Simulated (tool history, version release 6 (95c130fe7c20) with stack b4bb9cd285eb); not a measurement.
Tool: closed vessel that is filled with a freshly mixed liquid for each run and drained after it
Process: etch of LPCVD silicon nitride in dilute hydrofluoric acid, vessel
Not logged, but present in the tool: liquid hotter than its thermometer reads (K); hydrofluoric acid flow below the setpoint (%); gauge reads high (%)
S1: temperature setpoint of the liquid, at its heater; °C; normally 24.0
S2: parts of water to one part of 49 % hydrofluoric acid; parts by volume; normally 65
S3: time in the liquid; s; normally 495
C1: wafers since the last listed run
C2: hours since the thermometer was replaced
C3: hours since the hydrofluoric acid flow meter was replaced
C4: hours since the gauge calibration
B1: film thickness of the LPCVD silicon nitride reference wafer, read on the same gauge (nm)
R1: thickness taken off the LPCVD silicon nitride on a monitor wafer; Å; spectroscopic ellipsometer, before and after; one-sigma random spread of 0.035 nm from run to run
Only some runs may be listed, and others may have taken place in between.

Run 1, hour 0.0: usual settings; C1 0; C2 458.8; C3 1615.7; C4 1017.1; B1 40.004. Result: R1 44.67 Å.
Run 2, hour 76.7: usual settings; C1 7013; C2 535.5; C3 1692.4; C4 1093.8; B1 39.966. Result: R1 44.86 Å.
At hour 78.4: thermometer replaced.
Run 3, hour 150.5: usual settings; C1 6656; C2 72.1; C3 1766.2; C4 1167.6; B1 40.010. Result: R1 42.87 Å.
Run 4, hour 239.4: usual settings; C1 8128; C2 161.0; C3 1855.1; C4 1256.5; B1 39.975. Result: R1 42.64 Å.
Run 5, hour 344.6: usual settings but S2 50 parts by volume; C1 9619; C2 266.2; C3 1960.3; C4 1361.7; B1 40.027. Result: R1 56.36 Å.
Run 6, hour 422.1: usual settings; C1 7086; C2 343.7; C3 2037.8; C4 1439.2; B1 40.010. Result: R1 44.40 Å.
Run 7, hour 523.7: usual settings; C1 9290; C2 445.3; C3 2139.4; C4 1540.8; B1 39.986. Result: R1 44.98 Å.
At hour 538.2: hydrofluoric acid flow meter replaced.
Run 8, hour 565.6: usual settings; C1 3739; C2 487.2; C3 27.4; C4 1582.7; B1 40.017. Result: R1 44.04 Å.
At hour 621.3: thermometer replaced.
Run 9, hour 662.8: usual settings but S2 85 parts by volume; C1 8796; C2 41.5; C3 124.6; C4 1679.9; B1 40.006. Result: R1 35.89 Å.
Run 10, hour 699.6: usual settings but S2 85 parts by volume; C1 3364; C2 78.3; C3 161.4; C4 1716.7; B1 40.031. Result: R1 35.79 Å.
At hour 765.8: gauge calibrated.
Run 11, hour 788.6: usual settings but S2 50 parts by volume, S3 395 s; C1 8137; C2 167.3; C3 250.4; C4 22.8; B1 40.002. Result: R1 49.18 Å.
Run 12, hour 875.1: usual settings but S2 50 parts by volume, S3 395 s; C1 7909; C2 253.8; C3 336.9; C4 109.3; B1 39.998. Result: R1 49.59 Å.
Run 13, hour 920.4: usual settings; C1 4142; C2 299.1; C3 382.2; C4 154.6; B1 40.009. Result: R1 47.33 Å.
Run 14, hour 991.8: usual settings but S1 27.0 °C, S2 85 parts by volume, S3 365 s; C1 6528; C2 370.5; C3 453.6; C4 226.0; B1 39.978. Result: R1 32.86 Å.
At hour 1023.1: thermometer replaced, repeated, since the last time left the tool worse.
Run 15, hour 1086.9: usual settings but S1 25.5 °C, S2 75 parts by volume, S3 395 s; C1 8604; C2 63.8; C3 548.7; C4 321.1; B1 40.026. Result: R1 32.88 Å.
Run 16, hour 1130.5: usual settings; C1 3986; C2 107.4; C3 592.3; C4 364.7; B1 39.979. Result: R1 43.48 Å.
Run 17, hour 1166.7: usual settings but S3 730 s; C1 3310; C2 143.6; C3 628.5; C4 400.9; B1 39.983. Result: R1 64.52 Å.
Run 18, hour 1261.1: usual settings; C1 8631; C2 238.0; C3 722.9; C4 495.3; B1 40.025. Result: R1 43.57 Å.
Run 19, hour 1340.9: usual settings but S3 325 s; C1 7296; C2 317.8; C3 802.7; C4 575.1; B1 39.979. Result: R1 28.88 Å.
Run 20, hour 1407.5: usual settings but S1 20.5 °C, S2 85 parts by volume; C1 6089; C2 384.4; C3 869.3; C4 641.7; B1 39.983. Result: R1 27.06 Å.
Run 21, hour 1492.4: usual settings but S1 19.5 °C, S3 215 s; C1 7763; C2 469.3; C3 954.2; C4 726.6; B1 39.995. Result: R1 14.37 Å.
Run 22, hour 1544.6: usual settings but S2 35 parts by volume, S3 675 s; C1 4773; C2 521.5; C3 1006.4; C4 778.8; B1 40.013. Result: R1 112.11 Å.
At hour 1598.1: thermometer replaced.
Run 23, hour 1679.2: usual settings but S1 25.5 °C, S2 45 parts by volume, S3 740 s; C1 12216; C2 81.1; C3 1141.0; C4 913.4; B1 40.003. Result: R1 104.45 Å.
Run 24, hour 1736.4: usual settings but S2 40 parts by volume, S3 205 s; C1 5230; C2 138.3; C3 1198.2; C4 970.6; B1 40.008. Result: R1 28.77 Å.

Hidden condition of the tool, last listed run before each entry between runs versus first listed run after:
In the gap between runs 2 and 3: thermometer replaced (hour 78.4)
  liquid hotter than its thermometer reads (K): 0.815 -> 0.153
  what was measured, less what the result would be without the hidden state, R1: +2.37 -> +0.42 Å
In the gap between runs 7 and 8: hydrofluoric acid flow meter replaced (hour 538.2)
  liquid hotter than its thermometer reads (K): 0.692 -> 0.753
  what was measured, less what the result would be without the hidden state, R1: +2.03 -> +2.15 Å
In the gap between runs 8 and 9: thermometer replaced (hour 621.3)
  liquid hotter than its thermometer reads (K): 0.753 -> 1.35
  what was measured, less what the result would be without the hidden state, R1: +2.15 -> +3.06 Å
In the gap between runs 10 and 11: gauge calibrated (hour 765.8)
  liquid hotter than its thermometer reads (K): 1.4 -> 1.53
  what was measured, less what the result would be without the hidden state, R1: +3.16 -> +4.80 Å
In the gap between runs 14 and 15: thermometer replaced, repeated, since the last time left the tool worse (hour 1023.1)
  liquid hotter than its thermometer reads (K): 1.83 -> 0.104
  what was measured, less what the result would be without the hidden state, R1: +3.65 -> +0.22 Å
In the gap between runs 22 and 23: thermometer replaced (hour 1598.1)
  liquid hotter than its thermometer reads (K): 0.765 -> 0.315
  what was measured, less what the result would be without the hidden state, R1: +5.70 -> +2.14 Å
